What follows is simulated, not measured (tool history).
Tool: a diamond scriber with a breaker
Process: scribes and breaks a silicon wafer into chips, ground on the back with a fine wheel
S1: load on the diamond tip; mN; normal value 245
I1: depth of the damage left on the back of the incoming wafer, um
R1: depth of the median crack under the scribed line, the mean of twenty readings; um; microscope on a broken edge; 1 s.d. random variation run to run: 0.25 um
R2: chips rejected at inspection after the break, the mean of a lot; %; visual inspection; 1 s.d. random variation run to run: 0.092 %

run	day	S1	I1	R1	R2
1	0.000	286	1.74	12.21	2.06
2	0.350	286	1.63	12.00	2.21
3	0.979	218	1.68	10.62	6.73
4	1.375	218	1.68	10.34	7.67
5	1.671	245	2.15	11.56	5.25
6	2.554	245	2.70	11.68	6.08
7	3.083	245	2.39	11.24	5.16
8	3.662	264	2.59	11.75	3.86
9	4.142	245	1.73	11.38	4.42
10	4.621	209	2.49	10.08	9.36
11	4.933	217	1.61	10.52	8.60
12	5.312	217	2.40	10.21	8.35
13	5.912	245	2.27	11.41	5.22
14	6.629	245	2.27	11.39	6.10
15	6.883	245	1.58	11.34	5.47
16	7.279	245	2.42	11.28	5.47
17	7.867	245	1.83	11.29	5.27
18	8.358	245	2.59	10.98	6.52
# day 8.888: diamond tip replaced by a new one
19	8.908	315	2.01	15.95	2.64
20	9.254	245	2.09	13.58	1.10
21	9.912	286	2.86	15.18	2.13
22	10.179	203	2.97	12.75	3.87
23	10.692	271	2.12	14.69	1.18
24	11.696	245	2.54	13.93	1.35
25	12.062	214	1.93	12.26	2.01
26	12.596	304	2.26	15.37	1.91
27	13.225	204	2.23	12.26	3.50
28	13.542	296	1.95	15.20	1.35
# day 13.792: load on the tip recalibrated
29	13.921	210	1.78	12.21	2.34
30	14.171	177	2.32	10.98	6.18
31	14.921	313	2.25	15.21	1.65
32	15.475	217	1.82	12.02	3.04
33	15.942	286	1.65	14.33	0.84
34	16.683	178	2.49	10.97	7.95
35	16.979	299	2.98	14.14	1.78
36	17.700	187	2.77	11.04	6.95
37	18.288	282	2.82	14.12	1.68
38	18.796	211	1.54	11.87	3.18
39	19.329	265	2.32	13.15	1.50
40	20.021	270	2.17	13.26	1.15
41	20.742	185	2.49	11.08	7.32

Pick out some run-to-run changes in R1. Of each, how much would a tool without hidden state show as well, from the settings, what came in and chance, and how much is left for the hidden state and any gauge scatter not in both results compared?
The tool's hidden condition here consists of: share of the diamond tip's cutting effectiveness lost through wear, %; deviation of the load on the tip from its setpoint, %.
Run 18 -> 19: S1 245 -> 315, diamond tip replaced by a new one. R1 +4.97 um: hidden state +2.49, all else +2.48.
Run 30 -> 31: S1 177 -> 313. R1 +4.23 um: hidden state -0.32, all else +4.55.
Run 33 -> 34: S1 286 -> 178. R1 -3.36 um: hidden state +0.16, all else -3.52.
Run 36 -> 37: S1 187 -> 282. R1 +3.08 um: hidden state -0.32, all else +3.40.

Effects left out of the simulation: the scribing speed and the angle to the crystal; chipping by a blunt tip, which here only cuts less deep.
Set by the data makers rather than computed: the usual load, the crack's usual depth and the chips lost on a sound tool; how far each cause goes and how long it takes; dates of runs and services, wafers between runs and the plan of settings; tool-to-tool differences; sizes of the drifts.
